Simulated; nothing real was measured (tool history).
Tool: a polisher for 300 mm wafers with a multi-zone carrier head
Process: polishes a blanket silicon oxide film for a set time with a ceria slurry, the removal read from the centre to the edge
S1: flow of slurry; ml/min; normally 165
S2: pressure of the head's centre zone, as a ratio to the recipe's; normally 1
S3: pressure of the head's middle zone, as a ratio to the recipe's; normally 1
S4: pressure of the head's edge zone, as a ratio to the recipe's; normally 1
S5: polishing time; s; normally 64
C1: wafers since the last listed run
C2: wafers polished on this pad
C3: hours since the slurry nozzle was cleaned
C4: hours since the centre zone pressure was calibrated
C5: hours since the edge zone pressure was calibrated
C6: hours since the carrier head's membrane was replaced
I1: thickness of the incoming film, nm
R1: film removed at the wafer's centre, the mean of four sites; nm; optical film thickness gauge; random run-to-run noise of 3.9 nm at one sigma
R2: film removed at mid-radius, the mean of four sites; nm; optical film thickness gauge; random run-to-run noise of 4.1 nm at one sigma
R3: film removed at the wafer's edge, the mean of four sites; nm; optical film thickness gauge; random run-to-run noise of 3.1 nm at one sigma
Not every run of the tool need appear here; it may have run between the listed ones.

| run | hour | S1 | S2 | S3 | S4 | S5 | C1 | C2 | C3 | C4 | C5 | C6 | I1 | R1 | R2 | R3 |
|---|---|---|---|---|---|---|---|---|---|---|---|---|---|---|---|---|
| 1 | 0 | 165 | 1 | 1 | 1 | 72 | 0 | 1140 | 298.2 | 385.8 | 1305.8 | 1450.8 | 1295.4 | 436.7 | 448.2 | 457.8 |
| 2 | 14.6 | 165 | 1 | 1 | 1 | 64 | 95 | 1236 | 312.8 | 400.4 | 1320.4 | 1465.4 | 1262.3 | 392.4 | 399.8 | 403.2 |
|  | 23.8 | worn pad replaced by a new one |
| 3 | 32.1 | 165 | 1 | 1 | 1 | 64 | 88 | 54 | 330.3 | 417.9 | 1337.9 | 1482.9 | 1305.6 | 412 | 415.9 | 413.5 |
| 4 | 50.5 | 165 | 1 | 1 | 1 | 64 | 120 | 174 | 348.7 | 436.3 | 1356.3 | 1501.3 | 1269 | 411.1 | 407.5 | 414.6 |
| 5 | 144.5 | 165 | 1 | 1 | 1 | 64 | 613 | 787 | 442.7 | 530.3 | 1450.3 | 1595.3 | 1252.8 | 387.9 | 398.7 | 400.7 |
| 6 | 158.2 | 165 | 1 | 1 | 0.93 | 64 | 89 | 877 | 456.4 | 544 | 1464 | 1609 | 1277.4 | 387 | 394.1 | 391.5 |
| 7 | 171 | 165 | 1 | 1 | 0.93 | 64 | 83 | 960 | 469.2 | 556.8 | 1476.8 | 1621.8 | 1282.9 | 387.5 | 397.1 | 391.7 |
|  | 179.7 | edge zone pressure recalibrated |
| 8 | 185.3 | 165 | 1 | 1 | 0.93 | 64 | 80 | 1041 | 483.5 | 571.1 | 5.6 | 1636.1 | 1287.7 | 386.1 | 396.5 | 390 |
| 9 | 198.7 | 165 | 1 | 1 | 1 | 64 | 87 | 1128 | 496.9 | 584.5 | 19 | 1649.5 | 1285 | 386.6 | 393 | 399.4 |
| 10 | 221.8 | 165 | 1 | 1 | 1 | 64 | 150 | 1279 | 520 | 607.6 | 42.1 | 1672.6 | 1292.8 | 389.2 | 394.7 | 398.8 |
|  | 228.2 | worn pad replaced by a new one |
|  | 254.9 | carrier head's membrane replaced by a new one |
| 11 | 256.9 | 135 | 0.9 | 1.03 | 1 | 53 | 170 | 154 | 555.1 | 642.7 | 77.2 | 2 | 1267.1 | 259.3 | 300.4 | 300.1 |
| 12 | 274.2 | 150 | 1 | 1.06 | 1 | 71 | 112 | 267 | 572.4 | 660 | 94.5 | 19.3 | 1297.9 | 394.2 | 417.2 | 398.4 |
|  | 276.2 | slurry nozzle cleaned |
|  | 287.1 | centre zone pressure recalibrated |
| 13 | 292.8 | 130 | 1 | 0.92 | 0.91 | 56 | 101 | 369 | 16.6 | 5.7 | 113.1 | 37.9 | 1298.4 | 293.8 | 279.1 | 293.5 |

Predict the results of run 14:
| 14 | 326.7 | 165 | 1 | 1 | 1 | 64 | 221 | 590 | 50.5 | 39.6 | 147 | 71.8 | 1279.1 | ? | ? | ? |

R1: 348.5 nm
R2: 360.2 nm
R3: 357.6 nm
With no hidden state in the tool, this same run would have given R1 411.3 nm, R2 425.1 nm, R3 422 nm.
